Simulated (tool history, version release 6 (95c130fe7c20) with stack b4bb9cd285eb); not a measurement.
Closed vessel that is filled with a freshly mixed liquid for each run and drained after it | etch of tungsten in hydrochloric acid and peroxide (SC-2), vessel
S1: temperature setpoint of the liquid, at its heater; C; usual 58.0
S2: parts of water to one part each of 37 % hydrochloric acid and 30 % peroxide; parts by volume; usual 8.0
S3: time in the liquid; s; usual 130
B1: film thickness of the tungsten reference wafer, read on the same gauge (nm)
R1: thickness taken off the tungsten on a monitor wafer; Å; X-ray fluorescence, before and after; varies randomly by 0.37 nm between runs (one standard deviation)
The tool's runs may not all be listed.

run,hour,S1,S2,S3,B1,R1
1,0.0,58.0,8.0,130,119.99,574.7
2,14.2,58.0,8.0,130,120.04,575.2
3,24.0,58.0,8.0,130,120.02,576.5
4,38.5,58.0,11.0,110,119.97,373.6
5,49.1,58.0,11.0,110,120.00,374.4
6,63.0,58.0,5.0,75,120.00,478.3
7,71.4,58.0,5.0,75,120.04,479.2
8,83.7,58.0,8.0,130,119.97,576.0
9,93.5,58.0,8.0,130,119.96,581.2
10,100.2,58.0,8.0,130,120.04,571.6
11,114.7,58.0,8.0,130,120.02,575.3
12,123.1,58.0,8.0,130,119.99,566.2
13,138.9,58.0,8.0,130,120.05,575.5
# hour 146.8: new drum of peroxide connected
14,147.3,58.0,8.0,130,119.96,620.8
# hour 157.5: gauge calibrated
15,159.5,58.0,8.0,130,119.96,612.8
# hour 163.4: chemicals flow meter replaced
16,166.2,58.0,5.5,130,119.98,835.2
17,179.3,58.0,8.0,130,120.00,621.9
18,193.6,63.5,5.5,130,119.99,1170.9
19,245.3,61.0,8.0,130,120.02,747.7
20,252.2,65.5,8.0,130,120.01,984.3
21,263.5,54.0,4.5,105,120.03,600.1
22,277.4,58.0,8.0,130,119.98,628.1
# hour 291.6: thermometer replaced
23,294.1,62.5,9.0,130,119.95,610.2
24,307.5,58.0,5.0,130,119.99,727.2
25,338.0,58.0,8.0,130,120.00,511.1
26,347.1,58.0,11.0,75,119.95,224.6
27,364.5,58.0,8.0,80,120.00,317.3
28,376.5,52.5,8.0,130,119.96,362.0
29,383.9,64.5,7.0,170,120.00,1104.5

Branching from run 29: 4 alternative next runs. What would each branch give?
A,384.6,58.0,8.0,130,?,?
B,384.6,58.0,8.0,65,?,?
C,384.6,58.0,8.0,170,?,?
D,384.6,66.0,4.0,105,?,?

run,B1,R1
A,120.05,517.4
B,120.05,258.7
C,120.05,676.6
D,120.05,1145.1
With no hidden state in the tool, these same runs would have given:
run,R1
A,523.5
B,261.8
C,684.6
D,1157.2
